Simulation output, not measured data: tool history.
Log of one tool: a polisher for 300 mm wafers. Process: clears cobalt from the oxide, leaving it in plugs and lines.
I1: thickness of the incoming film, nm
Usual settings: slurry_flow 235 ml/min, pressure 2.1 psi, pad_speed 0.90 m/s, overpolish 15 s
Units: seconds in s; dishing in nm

{"run": 1, "hour": 0.0, "slurry_flow": 235, "pressure": 2.1, "pad_speed": 0.9, "overpolish": 15, "I1": 168.9, "seconds": 42.0, "dishing": 41.8}
{"run": 2, "hour": 6.9, "slurry_flow": 235, "pressure": 2.1, "pad_speed": 0.9, "overpolish": 15, "I1": 169.1, "seconds": 42.2, "dishing": 43.9}
{"hour": 13.2, "done": "worn pad replaced by a new one"}
{"run": 3, "hour": 37.0, "slurry_flow": 235, "pressure": 2.1, "pad_speed": 0.9, "overpolish": 15, "I1": 167.6, "seconds": 40.0, "dishing": 44.7}
{"run": 4, "hour": 44.7, "slurry_flow": 235, "pressure": 2.1, "pad_speed": 0.9, "overpolish": 15, "I1": 167.9, "seconds": 40.6, "dishing": 42.1}
{"run": 5, "hour": 61.4, "slurry_flow": 235, "pressure": 2.1, "pad_speed": 0.9, "overpolish": 15, "I1": 170.1, "seconds": 41.5, "dishing": 43.5}
{"run": 6, "hour": 72.7, "slurry_flow": 235, "pressure": 2.1, "pad_speed": 0.9, "overpolish": 15, "I1": 169.9, "seconds": 42.1, "dishing": 43.6}
{"run": 7, "hour": 88.0, "slurry_flow": 235, "pressure": 2.1, "pad_speed": 0.9, "overpolish": 15, "I1": 172.9, "seconds": 42.2, "dishing": 42.9}
{"hour": 98.8, "done": "worn pad replaced by a new one"}
{"run": 8, "hour": 105.5, "slurry_flow": 235, "pressure": 2.1, "pad_speed": 0.9, "overpolish": 15, "I1": 172.4, "seconds": 39.9, "dishing": 43.3}
{"run": 9, "hour": 114.6, "slurry_flow": 205, "pressure": 1.5, "pad_speed": 0.9, "overpolish": 15, "I1": 168.2, "seconds": 56.0, "dishing": 33.5}
{"hour": 130.7, "done": "slurry nozzle cleaned"}
{"hour": 142.8, "done": "head pressure recalibrated"}
{"run": 10, "hour": 147.5, "slurry_flow": 295, "pressure": 1.5, "pad_speed": 0.8, "overpolish": 6, "I1": 173.1, "seconds": 62.9, "dishing": 15.5}
{"run": 11, "hour": 160.7, "slurry_flow": 235, "pressure": 2.7, "pad_speed": 0.68, "overpolish": 10, "I1": 169.1, "seconds": 38.9, "dishing": 34.9}
{"run": 12, "hour": 176.7, "slurry_flow": 235, "pressure": 1.6, "pad_speed": 1.06, "overpolish": 22, "I1": 171.6, "seconds": 49.3, "dishing": 47.9}
{"hour": 194.3, "done": "worn pad replaced by a new one"}
{"run": 13, "hour": 194.8, "slurry_flow": 235, "pressure": 2.1, "pad_speed": 0.9, "overpolish": 15, "I1": 168.2, "seconds": 37.5, "dishing": 45.9}
{"run": 14, "hour": 208.4, "slurry_flow": 300, "pressure": 2.1, "pad_speed": 0.9, "overpolish": 22, "I1": 169.0, "seconds": 37.7, "dishing": 53.2}
{"run": 15, "hour": 220.7, "slurry_flow": 160, "pressure": 1.7, "pad_speed": 1.06, "overpolish": 18, "I1": 170.3, "seconds": 45.2, "dishing": 43.8}
{"run": 16, "hour": 237.3, "slurry_flow": 295, "pressure": 2.4, "pad_speed": 0.76, "overpolish": 6, "I1": 168.3, "seconds": 38.8, "dishing": 23.1}
{"run": 17, "hour": 246.6, "slurry_flow": 235, "pressure": 2.1, "pad_speed": 0.9, "overpolish": 15, "I1": 167.3, "seconds": 40.0, "dishing": 42.6}

Hidden state or all else? Some run-to-run changes of seconds, split into what the settings, what came in and random variation would give without the hidden state, and what is left for the hidden state (with any gauge scatter that isn't in both results):
The hidden state here: removal rate lost through wear of the pad, %; slurry flow missing at the pad, %; deviation of the head's pressure from its setpoint, %.
Run 10 -> 11: slurry_flow 295 -> 235, pressure 1.5 -> 2.7, pad_speed 0.80 -> 0.68, overpolish 6 -> 10. seconds -24.0 s: hidden state -1.7, all else -22.3.
Run 12 -> 13: pressure 1.6 -> 2.1, pad_speed 1.06 -> 0.90, overpolish 22 -> 15, worn pad replaced by a new one. seconds -11.8 s: hidden state -4.5, all else -7.3.
